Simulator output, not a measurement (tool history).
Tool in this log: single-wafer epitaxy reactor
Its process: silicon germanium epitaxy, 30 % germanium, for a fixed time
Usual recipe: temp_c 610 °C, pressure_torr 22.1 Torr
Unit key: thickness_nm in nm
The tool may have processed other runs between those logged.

run   hour  temp_c  pressure_torr  wafers since the last listed run  hours since the last pyrometer calibration  hours since the last manometer calibration  hours since the showerhead was replaced  hours since the gauge calibration  read-back reference wafer on the same gauge, thickness_nm  thickness_nm
  1    0.0     610           22.1                                 0                                      2108.3                                      1829.2                                   6572.3                               17.3                                                     85.590        78.943
  2   55.3     610           22.1                               846                                      2163.6                                      1884.5                                   6627.6                               72.6                                                     85.616        78.460
  3   80.5     610           22.1                               385                                      2188.8                                      1909.7                                   6652.8                               97.8                                                     85.613        78.905
  4  151.6     610           22.1                              1088                                      2259.9                                      1980.8                                   6723.9                              168.9                                                     85.568        79.186
  5  204.1     604           22.1                               803                                      2312.4                                      2033.3                                   6776.4                              221.4                                                     85.577        72.292
  6  252.0     604           22.1                               733                                      2360.3                                      2081.2                                   6824.3                              269.3                                                     85.636        72.377
  7  296.4     610           18.2                               679                                      2404.7                                      2125.6                                   6868.7                              313.7                                                     85.572        73.413
  8  353.6     610           22.1                               875                                      2461.9                                      2182.8                                   6925.9                              370.9                                                     85.518        79.906
  9  388.9     610           22.1                               540                                      2497.2                                      2218.1                                   6961.2                              406.2                                                     85.584        79.806
     420.6  -- pyrometer calibrated
 10  426.8     610           22.1                               457                                         6.2                                      2256.0                                   6999.1                              444.1                                                     85.623        75.084
 11  468.7     610           27.5                               641                                        48.1                                      2297.9                                   7041.0                              486.0                                                     85.585        82.161
 12  498.9     623           22.1                               462                                        78.3                                      2328.1                                   7071.2                              516.2                                                     85.554        92.254
     517.7  -- showerhead replaced
 13  553.7     599           25.8                               716                                       133.1                                      2382.9                                     36.0                              571.0                                                     85.555        67.367
 14  604.4     604           22.1                               776                                       183.8                                      2433.6                                     86.7                              621.7                                                     85.635        68.781
 15  644.9     621           22.1                               619                                       224.3                                      2474.1                                    127.2                              662.2                                                     85.574        89.655

Run 16 comes next. What will it give?
 16  687.2     599           18.2                               647                                       266.6                                      2516.4                                    169.5                              704.5                                                          ?             ?

Run 16 measured read-back reference wafer on the same gauge, thickness_nm 85.626, thickness_nm 58.602 nm.
With the hidden condition absent and the run-to-run variation left alone, this run would have shown thickness_nm 56.346 nm.

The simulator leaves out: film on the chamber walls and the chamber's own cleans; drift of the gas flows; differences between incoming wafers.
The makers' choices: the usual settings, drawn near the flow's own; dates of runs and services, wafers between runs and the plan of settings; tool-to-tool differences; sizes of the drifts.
